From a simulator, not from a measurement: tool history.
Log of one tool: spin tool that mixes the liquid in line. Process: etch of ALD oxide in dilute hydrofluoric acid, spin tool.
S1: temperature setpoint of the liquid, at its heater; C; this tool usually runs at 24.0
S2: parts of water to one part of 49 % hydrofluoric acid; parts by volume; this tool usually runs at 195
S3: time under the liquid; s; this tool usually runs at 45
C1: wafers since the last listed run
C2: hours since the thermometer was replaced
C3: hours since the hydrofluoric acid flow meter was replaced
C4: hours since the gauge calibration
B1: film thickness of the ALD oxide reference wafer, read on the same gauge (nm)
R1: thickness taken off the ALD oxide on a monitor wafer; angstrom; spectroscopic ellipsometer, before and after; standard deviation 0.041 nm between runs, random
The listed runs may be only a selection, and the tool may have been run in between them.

run 1 hour=0.0 | S1=24.0 S2=195 S3=30 | C1=0 C2=1665.8 C3=1915.7 C4=23.0 | B1=69.98 | R1=29.2
run 2 hour=66.1 | S1=24.0 S2=195 S3=30 | C1=1243 C2=1731.9 C3=1981.8 C4=89.1 | B1=70.05 | R1=28.9
run 3 hour=124.2 | S1=24.0 S2=195 S3=30 | C1=1093 C2=1790.0 C3=2039.9 C4=147.2 | B1=69.99 | R1=28.9
run 4 hour=174.8 | S1=24.0 S2=145 S3=45 | C1=952 C2=1840.6 C3=2090.5 C4=197.8 | B1=69.98 | R1=61.6
run 5 hour=227.2 | S1=24.0 S2=145 S3=45 | C1=986 C2=1893.0 C3=2142.9 C4=250.2 | B1=69.97 | R1=61.2
-- hour=241.1 hydrofluoric acid flow meter replaced
run 6 hour=267.4 | S1=24.0 S2=145 S3=45 | C1=737 C2=1933.2 C3=26.3 C4=290.4 | B1=70.02 | R1=68.5
run 7 hour=307.5 | S1=25.0 S2=195 S3=45 | C1=754 C2=1973.3 C3=66.4 C4=330.5 | B1=70.03 | R1=50.0
run 8 hour=367.0 | S1=25.0 S2=195 S3=45 | C1=1119 C2=2032.8 C3=125.9 C4=390.0 | B1=70.03 | R1=49.0
run 9 hour=407.1 | S1=19.5 S2=235 S3=45 | C1=754 C2=2072.9 C3=166.0 C4=430.1 | B1=69.98 | R1=32.1
run 10 hour=431.6 | S1=27.0 S2=265 S3=45 | C1=461 C2=2097.4 C3=190.5 C4=454.6 | B1=70.04 | R1=35.8
-- hour=437.3 thermometer replaced
-- hour=470.5 gauge calibrated
run 11 hour=473.5 | S1=24.0 S2=95 S3=45 | C1=769 C2=36.2 C3=232.4 C4=3.0 | B1=69.97 | R1=110.8
run 12 hour=506.2 | S1=22.0 S2=260 S3=45 | C1=615 C2=68.9 C3=265.1 C4=35.7 | B1=69.99 | R1=30.5
run 13 hour=534.0 | S1=24.0 S2=195 S3=45 | C1=523 C2=96.7 C3=292.9 C4=63.5 | B1=70.00 | R1=47.0
run 14 hour=600.2 | S1=28.5 S2=110 S3=45 | C1=1245 C2=162.9 C3=359.1 C4=129.7 | B1=70.00 | R1=109.4
run 15 hour=638.1 | S1=26.0 S2=170 S3=65 | C1=713 C2=200.8 C3=397.0 C4=167.6 | B1=70.00 | R1=85.1
run 16 hour=679.2 | S1=28.5 S2=230 S3=25 | C1=773 C2=241.9 C3=438.1 C4=208.7 | B1=70.07 | R1=24.7

Measured result minus the same run's result without the hidden state. Both carry the same run-to-run variation, though not necessarily the same gauge scatter:
The tool's hidden condition here consists of: liquid colder than its thermometer reads (K); hydrofluoric acid flow below the setpoint (%); gauge reads high (%).
run=1 R1=-3.9
run=2 R1=-4.0
run=3 R1=-4.2
run=4 R1=-8.7
run=5 R1=-8.9
run=6 R1=-2.2
run=7 R1=-1.8
run=8 R1=-1.9
run=9 R1=-1.4
run=10 R1=-1.6
run=11 R1=-4.7
run=12 R1=-1.5
run=13 R1=-2.3
run=14 R1=-5.6
run=15 R1=-4.7
run=16 R1=-1.5
